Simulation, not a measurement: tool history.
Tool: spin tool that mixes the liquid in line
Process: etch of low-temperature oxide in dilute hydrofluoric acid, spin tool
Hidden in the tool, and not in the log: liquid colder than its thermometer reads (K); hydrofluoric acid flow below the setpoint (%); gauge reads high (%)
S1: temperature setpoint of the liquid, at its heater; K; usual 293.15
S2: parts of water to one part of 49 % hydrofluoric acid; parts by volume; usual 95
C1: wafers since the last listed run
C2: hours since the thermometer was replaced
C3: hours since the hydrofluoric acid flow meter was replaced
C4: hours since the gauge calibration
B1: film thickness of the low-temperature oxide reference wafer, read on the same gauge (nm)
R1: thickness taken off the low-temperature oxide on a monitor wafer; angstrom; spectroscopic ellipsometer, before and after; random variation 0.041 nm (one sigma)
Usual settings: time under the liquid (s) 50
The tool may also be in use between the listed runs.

run 1 hour=0 | S1=293.15 S2=95 time_under_the_liquid_(s)=50 | C1=0 C2=1263.9 C3=1524.5 C4=117.5 | B1=80.01 | R1=119.5
-- hour=17 gauge calibrated
run 2 hour=26.4 | S1=293.15 S2=95 time_under_the_liquid_(s)=50 | C1=399 C2=1290.3 C3=1550.9 C4=9.4 | B1=80.01 | R1=119
run 3 hour=41.1 | S1=293.15 S2=75 time_under_the_liquid_(s)=50 | C1=222 C2=1305 C3=1565.6 C4=24.1 | B1=80 | R1=154.9
run 4 hour=48.7 | S1=293.15 S2=75 time_under_the_liquid_(s)=50 | C1=115 C2=1312.6 C3=1573.2 C4=31.7 | B1=80.02 | R1=153.6
run 5 hour=62.7 | S1=293.15 S2=95 time_under_the_liquid_(s)=50 | C1=212 C2=1326.6 C3=1587.2 C4=45.7 | B1=80.01 | R1=118.7
run 6 hour=79.5 | S1=293.15 S2=95 time_under_the_liquid_(s)=50 | C1=254 C2=1343.4 C3=1604 C4=62.5 | B1=80.04 | R1=119.1
run 7 hour=90.6 | S1=293.15 S2=95 time_under_the_liquid_(s)=50 | C1=168 C2=1354.5 C3=1615.1 C4=73.6 | B1=79.99 | R1=118.8
run 8 hour=103.3 | S1=293.15 S2=95 time_under_the_liquid_(s)=50 | C1=192 C2=1367.2 C3=1627.8 C4=86.3 | B1=80 | R1=118.9
-- hour=121.8 thermometer replaced
run 9 hour=122.3 | S1=296.65 S2=95 time_under_the_liquid_(s)=50 | C1=272 C2=0.5 C3=1646.8 C4=105.3 | B1=79.98 | R1=136.7
run 10 hour=135.9 | S1=296.65 S2=95 time_under_the_liquid_(s)=50 | C1=205 C2=14.1 C3=1660.4 C4=118.9 | B1=79.98 | R1=137
run 11 hour=144.7 | S1=290.15 S2=75 time_under_the_liquid_(s)=50 | C1=133 C2=22.9 C3=1669.2 C4=127.7 | B1=80 | R1=136.2
run 12 hour=154.1 | S1=290.15 S2=45 time_under_the_liquid_(s)=65 | C1=142 C2=32.3 C3=1678.6 C4=137.1 | B1=80.01 | R1=304.3
-- hour=161.1 gauge calibrated
-- hour=161.3 hydrofluoric acid flow meter replaced
run 13 hour=161.8 | S1=291.65 S2=115 time_under_the_liquid_(s)=30 | C1=101 C2=40 C3=0.5 C4=0.7 | B1=80.01 | R1=58.6
run 14 hour=171.2 | S1=291.15 S2=80 time_under_the_liquid_(s)=40 | C1=142 C2=49.4 C3=9.9 C4=10.1 | B1=80 | R1=114.6
run 15 hour=186 | S1=296.65 S2=95 time_under_the_liquid_(s)=50 | C1=224 C2=64.2 C3=24.7 C4=24.9 | B1=79.99 | R1=147.8
run 16 hour=196.8 | S1=290.15 S2=70 time_under_the_liquid_(s)=25 | C1=163 C2=75 C3=35.5 C4=35.7 | B1=80.04 | R1=79.6
run 17 hour=207.2 | S1=293.15 S2=95 time_under_the_liquid_(s)=50 | C1=157 C2=85.4 C3=45.9 C4=46.1 | B1=80.01 | R1=128.3
run 18 hour=218.2 | S1=293.15 S2=65 time_under_the_liquid_(s)=35 | C1=166 C2=96.4 C3=56.9 C4=57.1 | B1=80.01 | R1=135.9
run 19 hour=228.2 | S1=290.65 S2=95 time_under_the_liquid_(s)=25 | C1=151 C2=106.4 C3=66.9 C4=67.1 | B1=80 | R1=58.1
run 20 hour=253.1 | S1=293.15 S2=95 time_under_the_liquid_(s)=50 | C1=377 C2=131.3 C3=91.8 C4=92 | B1=79.99 | R1=127.7

How the hidden state differs across the entries between the runs, from the last listed run before each to the first after it:
Between runs 1 and 2: gauge calibrated (hour 17)
  hydrofluoric acid flow below the setpoint (%): 7.72 -> 7.84
  measured less the result without the state, R1: -11.1 -> -11.4 angstrom
Between runs 8 and 9: thermometer replaced (hour 121.8)
  hydrofluoric acid flow below the setpoint (%): 8.22 -> 8.31
  measured less the result without the state, R1: -11.9 -> -14 angstrom
Between runs 12 and 13: gauge calibrated (hour 161.1); hydrofluoric acid flow meter replaced (hour 161.3)
  hydrofluoric acid flow below the setpoint (%): 8.47 -> 1.32
  measured less the result without the state, R1: -29.7 -> -0.9 angstrom
